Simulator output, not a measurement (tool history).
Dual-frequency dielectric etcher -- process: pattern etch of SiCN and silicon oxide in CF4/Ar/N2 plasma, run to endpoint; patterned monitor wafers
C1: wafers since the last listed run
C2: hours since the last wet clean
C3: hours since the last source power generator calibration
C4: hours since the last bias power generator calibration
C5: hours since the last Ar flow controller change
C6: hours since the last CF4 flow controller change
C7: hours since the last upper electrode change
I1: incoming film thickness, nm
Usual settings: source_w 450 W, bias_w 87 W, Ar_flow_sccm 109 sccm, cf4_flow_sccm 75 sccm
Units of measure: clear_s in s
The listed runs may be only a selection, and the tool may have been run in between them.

run 1 day=0 | source_w=450 bias_w=87 Ar_flow_sccm=109 cf4_flow_sccm=75 | C1=0 C2=118.4 C3=1309.5 C4=2817.3 C5=2696.8 C6=5606.8 C7=4125.7 | I1=15.51 | clear_s=16.5
run 2 day=2.196 | source_w=450 bias_w=87 Ar_flow_sccm=109 cf4_flow_sccm=75 | C1=771 C2=171.1 C3=1362.2 C4=2870 C5=2749.5 C6=5659.5 C7=4178.4 | I1=15.6 | clear_s=16.8
run 3 day=3.525 | source_w=450 bias_w=87 Ar_flow_sccm=109 cf4_flow_sccm=75 | C1=466 C2=203 C3=1394.1 C4=2901.9 C5=2781.4 C6=5691.4 C7=4210.3 | I1=15.47 | clear_s=16.6
run 4 day=4.304 | source_w=450 bias_w=87 Ar_flow_sccm=109 cf4_flow_sccm=75 | C1=273 C2=221.7 C3=1412.8 C4=2920.6 C5=2800.1 C6=5710.1 C7=4229 | I1=15.42 | clear_s=16.5
run 5 day=4.875 | source_w=450 bias_w=87 Ar_flow_sccm=109 cf4_flow_sccm=75 | C1=200 C2=235.4 C3=1426.5 C4=2934.3 C5=2813.8 C6=5723.8 C7=4242.7 | I1=15.5 | clear_s=16.8
run 6 day=6.021 | source_w=420 bias_w=87 Ar_flow_sccm=95 cf4_flow_sccm=75 | C1=402 C2=262.9 C3=1454 C4=2961.8 C5=2841.3 C6=5751.3 C7=4270.2 | I1=15.58 | clear_s=17.7
-- day=6.342 source power generator calibrated
-- day=6.408 Ar flow controller replaced
run 7 day=7.196 | source_w=420 bias_w=87 Ar_flow_sccm=95 cf4_flow_sccm=75 | C1=330 C2=291.1 C3=20.5 C4=2990 C5=18.9 C6=5779.5 C7=4298.4 | I1=15.65 | clear_s=18
run 8 day=8.129 | source_w=420 bias_w=87 Ar_flow_sccm=95 cf4_flow_sccm=75 | C1=327 C2=313.5 C3=42.9 C4=3012.4 C5=41.3 C6=5801.9 C7=4320.8 | I1=15.53 | clear_s=17.6
run 9 day=9.217 | source_w=450 bias_w=87 Ar_flow_sccm=109 cf4_flow_sccm=75 | C1=381 C2=339.6 C3=69 C4=3038.5 C5=67.4 C6=5828 C7=4346.9 | I1=15.48 | clear_s=16.7
-- day=9.817 CF4 flow controller replaced
-- day=10.892 upper electrode replaced
run 10 day=10.912 | source_w=450 bias_w=87 Ar_flow_sccm=109 cf4_flow_sccm=75 | C1=156 C2=380.3 C3=109.7 C4=3079.2 C5=108.1 C6=26.3 C7=0.5 | I1=15.45 | clear_s=16.5
run 11 day=11.558 | source_w=450 bias_w=87 Ar_flow_sccm=109 cf4_flow_sccm=75 | C1=226 C2=395.8 C3=125.2 C4=3094.7 C5=123.6 C6=41.8 C7=16 | I1=15.62 | clear_s=16.8
run 12 day=12.329 | source_w=450 bias_w=100 Ar_flow_sccm=128 cf4_flow_sccm=61 | C1=270 C2=414.3 C3=143.7 C4=3113.2 C5=142.1 C6=60.3 C7=34.5 | I1=15.53 | clear_s=16.5
run 13 day=12.85 | source_w=510 bias_w=96 Ar_flow_sccm=109 cf4_flow_sccm=82 | C1=182 C2=426.8 C3=156.2 C4=3125.7 C5=154.6 C6=72.8 C7=47 | I1=15.29 | clear_s=13.7
run 14 day=13.404 | source_w=450 bias_w=87 Ar_flow_sccm=109 cf4_flow_sccm=75 | C1=194 C2=440.1 C3=169.5 C4=3139 C5=167.9 C6=86.1 C7=60.3 | I1=15.61 | clear_s=16.9
-- day=14.45 wet clean of the chamber
run 15 day=14.471 | source_w=380 bias_w=87 Ar_flow_sccm=109 cf4_flow_sccm=93 | C1=23 C2=0.5 C3=195.1 C4=3164.6 C5=193.5 C6=111.7 C7=85.9 | I1=15.61 | clear_s=19.4
-- day=15.021 bias power generator calibrated
run 16 day=15.054 | source_w=550 bias_w=87 Ar_flow_sccm=93 cf4_flow_sccm=64 | C1=146 C2=14.5 C3=209.1 C4=0.8 C5=207.5 C6=125.7 C7=99.9 | I1=15.4 | clear_s=13.6
run 17 day=15.921 | source_w=450 bias_w=87 Ar_flow_sccm=127 cf4_flow_sccm=75 | C1=304 C2=35.3 C3=229.9 C4=21.6 C5=228.3 C6=146.5 C7=120.7 | I1=15.51 | clear_s=17.1
run 18 day=17.354 | source_w=420 bias_w=93 Ar_flow_sccm=109 cf4_flow_sccm=84 | C1=503 C2=69.7 C3=264.3 C4=56 C5=262.7 C6=180.9 C7=155.1 | I1=15.64 | clear_s=17.5
run 19 day=18.558 | source_w=450 bias_w=87 Ar_flow_sccm=92 cf4_flow_sccm=67 | C1=422 C2=98.6 C3=293.2 C4=84.9 C5=291.6 C6=209.8 C7=184 | I1=15.48 | clear_s=16.5
run 20 day=19.458 | source_w=450 bias_w=75 Ar_flow_sccm=96 cf4_flow_sccm=83 | C1=316 C2=120.2 C3=314.8 C4=106.5 C5=313.2 C6=231.4 C7=205.6 | I1=15.55 | clear_s=17.1
run 21 day=20.133 | source_w=450 bias_w=96 Ar_flow_sccm=96 cf4_flow_sccm=85 | C1=237 C2=136.4 C3=331 C4=122.7 C5=329.4 C6=247.6 C7=221.8 | I1=15.62 | clear_s=15.6
run 22 day=20.792 | source_w=450 bias_w=87 Ar_flow_sccm=88 cf4_flow_sccm=70 | C1=231 C2=152.2 C3=346.8 C4=138.5 C5=345.2 C6=263.4 C7=237.6 | I1=15.59 | clear_s=16.5
run 23 day=22.008 | source_w=450 bias_w=67 Ar_flow_sccm=128 cf4_flow_sccm=59 | C1=427 C2=181.4 C3=376 C4=167.7 C5=374.4 C6=292.6 C7=266.8 | I1=15.54 | clear_s=19.8
run 24 day=23.379 | source_w=450 bias_w=87 Ar_flow_sccm=109 cf4_flow_sccm=84 | C1=481 C2=214.3 C3=408.9 C4=200.6 C5=407.3 C6=325.5 C7=299.7 | I1=15.52 | clear_s=16.3

Predict each of these 4 candidate next runs independently; none follows another, all start after run 24:
run A day=23.396 | source_w=450 bias_w=96 Ar_flow_sccm=109 cf4_flow_sccm=75 | C1=5 C2=214.7 C3=409.3 C4=201 C5=407.7 C6=325.9 C7=300.1 | I1=15.52 | clear_s=?
run B day=23.396 | source_w=450 bias_w=87 Ar_flow_sccm=109 cf4_flow_sccm=93 | C1=5 C2=214.7 C3=409.3 C4=201 C5=407.7 C6=325.9 C7=300.1 | I1=15.52 | clear_s=?
run C day=23.396 | source_w=530 bias_w=87 Ar_flow_sccm=84 cf4_flow_sccm=75 | C1=5 C2=214.7 C3=409.3 C4=201 C5=407.7 C6=325.9 C7=300.1 | I1=15.52 | clear_s=?
run D day=23.396 | source_w=560 bias_w=108 Ar_flow_sccm=95 cf4_flow_sccm=59 | C1=5 C2=214.7 C3=409.3 C4=201 C5=407.7 C6=325.9 C7=300.1 | I1=15.52 | clear_s=?

run=A clear_s=16
run=B clear_s=16.1
run=C clear_s=13.5
run=D clear_s=12.5
The same runs, with their run-to-run variation unchanged, on a tool lacking any hidden condition would have given:
run=A clear_s=16
run=B clear_s=16.1
run=C clear_s=13.5
run=D clear_s=12.5

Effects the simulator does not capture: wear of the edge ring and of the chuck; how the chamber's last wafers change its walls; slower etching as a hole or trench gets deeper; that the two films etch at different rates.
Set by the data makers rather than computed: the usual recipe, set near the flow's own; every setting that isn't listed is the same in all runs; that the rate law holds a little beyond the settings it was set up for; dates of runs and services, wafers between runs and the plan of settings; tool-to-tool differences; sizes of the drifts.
